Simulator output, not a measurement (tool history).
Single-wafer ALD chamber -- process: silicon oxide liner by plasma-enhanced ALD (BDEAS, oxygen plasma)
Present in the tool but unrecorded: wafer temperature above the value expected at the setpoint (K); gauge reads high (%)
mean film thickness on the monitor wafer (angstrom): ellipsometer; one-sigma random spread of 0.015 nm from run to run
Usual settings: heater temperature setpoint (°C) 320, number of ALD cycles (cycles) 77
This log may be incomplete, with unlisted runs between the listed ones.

run     day  heater temperature setpoint (°C)  number of ALD cycles (cycles)  wafers since the last listed run  hours since the last thermocouple change  hours since the gauge calibration  read-back reference wafer on the same gauge, thickness_nm  mean film thickness on the monitor wafer (angstrom)
  1   0.000                               320                             77                                 0                                    1320.4                              394.1                                                      5.489                                                66.63
  2   0.533                               320                             77                                57                                    1333.2                              406.9                                                      5.491                                                67.04
  3   2.004                               320                             77                               157                                    1368.5                              442.2                                                      5.492                                                66.80
  4   3.000                               320                             77                               106                                    1392.4                              466.1                                                      5.494                                                66.78
  5   3.875                               320                             77                                93                                    1413.4                              487.1                                                      5.494                                                66.74
  6   5.325                               320                             77                               155                                    1448.2                              521.9                                                      5.494                                                66.82
  7   6.046                               320                             77                                77                                    1465.5                              539.2                                                      5.502                                                67.23
  8   7.492                               320                             77                               155                                    1500.2                              573.9                                                      5.502                                                66.84
  9   8.738                               320                             77                               133                                    1530.1                              603.8                                                      5.499                                                66.97
 10   9.646                               320                             66                                97                                    1551.9                              625.6                                                      5.502                                                57.24
 11  10.992                               320                             66                               144                                    1584.2                              657.9                                                      5.502                                                57.27
 12  14.967                               320                             88                               426                                    1679.6                              753.3                                                      5.511                                                76.91
 13  16.321                               320                             88                               145                                    1712.1                              785.8                                                      5.513                                                76.75
 14  16.917                               320                             88                                63                                    1726.4                              800.1                                                      5.509                                                76.79
 15  20.350                               323                             77                               368                                    1808.8                              882.5                                                      5.518                                                66.66
 16  21.588                               320                             77                               132                                    1838.5                              912.2                                                      5.519                                                67.33
 17  22.942                               320                             77                               145                                    1871.0                              944.7                                                      5.523                                                67.22
 18  23.504                               320                             77                                60                                    1884.5                              958.2                                                      5.520                                                67.40
     24.158  -- gauge calibrated
 19  24.196                               320                             77                                74                                    1901.1                                0.9                                                      5.469                                                66.30
 20  24.708                               320                             77                                54                                    1913.4                               13.2                                                      5.472                                                66.54
 21  25.771                               320                             77                               113                                    1938.9                               38.7                                                      5.475                                                66.63
 22  26.854                               316                             77                               116                                    1964.9                               64.7                                                      5.473                                                67.03
 23  28.192                               316                             77                               143                                    1997.0                               96.8                                                      5.472                                                66.69
 24  29.096                               320                             86                                96                                    2018.7                              118.5                                                      5.481                                                74.45
 25  30.175                               313                             68                               115                                    2044.6                              144.4                                                      5.479                                                59.36
 26  30.917                               312                             77                                79                                    2062.4                              162.2                                                      5.482                                                67.27
     31.467  -- thermocouple changed; heater temperature recalibrated
 27  32.067                               328                             63                                87                                      14.4                              189.8                                                      5.480                                                54.01
 28  32.575                               320                             69                                54                                      26.6                              202.0                                                      5.479                                                59.91
 29  33.596                               332                             89                               109                                      51.1                              226.5                                                      5.483                                                75.77
 30  34.204                               306                             77                                65                                      65.7                              241.1                                                      5.485                                                67.90
 31  35.254                               327                             84                               112                                      90.9                              266.3                                                      5.484                                                72.28
 32  36.450                               309                             84                               128                                     119.6                              295.0                                                      5.486                                                73.67
 33  37.479                               320                             77                               110                                     144.3                              319.7                                                      5.488                                                66.95
 34  38.804                               309                             62                               142                                     176.1                              351.5                                                      5.491                                                54.37
 35  39.392                               332                             77                                63                                     190.2                              365.6                                                      5.492                                                65.66
 36  40.279                               320                             77                                95                                     211.5                              386.9                                                      5.491                                                66.75
 37  42.954                               320                             77                               286                                     275.7                              451.1                                                      5.496                                                66.83
 38  43.829                               320                             77                                93                                     296.7                              472.1                                                      5.499                                                66.71
 39  44.558                               320                             70                                78                                     314.2                              489.6                                                      5.496                                                60.75
 40  45.546                               329                             77                               105                                     337.9                              513.3                                                      5.498                                                66.12
 41  46.729                               320                             77                               126                                     366.3                              541.7                                                      5.498                                                66.78
 42  48.125                               332                             72                               149                                     399.8                              575.2                                                      5.503                                                61.67
 43  49.583                               308                             66                               156                                     434.8                              610.2                                                      5.505                                                58.27
 44  50.900                               320                             84                               141                                     466.4                              641.8                                                      5.503                                                72.98
 45  51.771                               315                             69                                93                                     487.3                              662.7                                                      5.507                                                60.32
 46  52.792                               308                             90                               109                                     511.8                              687.2                                                      5.512                                                79.07
 47  54.029                               320                             77                               132                                     541.5                              716.9                                                      5.510                                                67.03
 48  55.454                               327                             65                               152                                     575.7                              751.1                                                      5.512                                                56.07

Forecast each of these 3 alternatives for the next run:
  A  55.475                               328                             77                                 2                                     576.2                              751.6                                                          ?                                                    ?
  B  55.475                               326                             86                                 2                                     576.2                              751.6                                                          ?                                                    ?
  C  55.475                               320                             87                                 2                                     576.2                              751.6                                                          ?                                                    ?

run  read-back reference wafer on the same gauge, thickness_nm  mean film thickness on the monitor wafer (angstrom)
  A                                                      5.512                                                66.35
  B                                                      5.512                                                74.30
  C                                                      5.512                                                75.74
The same runs, with their run-to-run variation unchanged, on a tool lacking any hidden condition would have given:
run  mean film thickness on the monitor wafer (angstrom)
  A                                                65.83
  B                                                73.71
  C                                                75.14
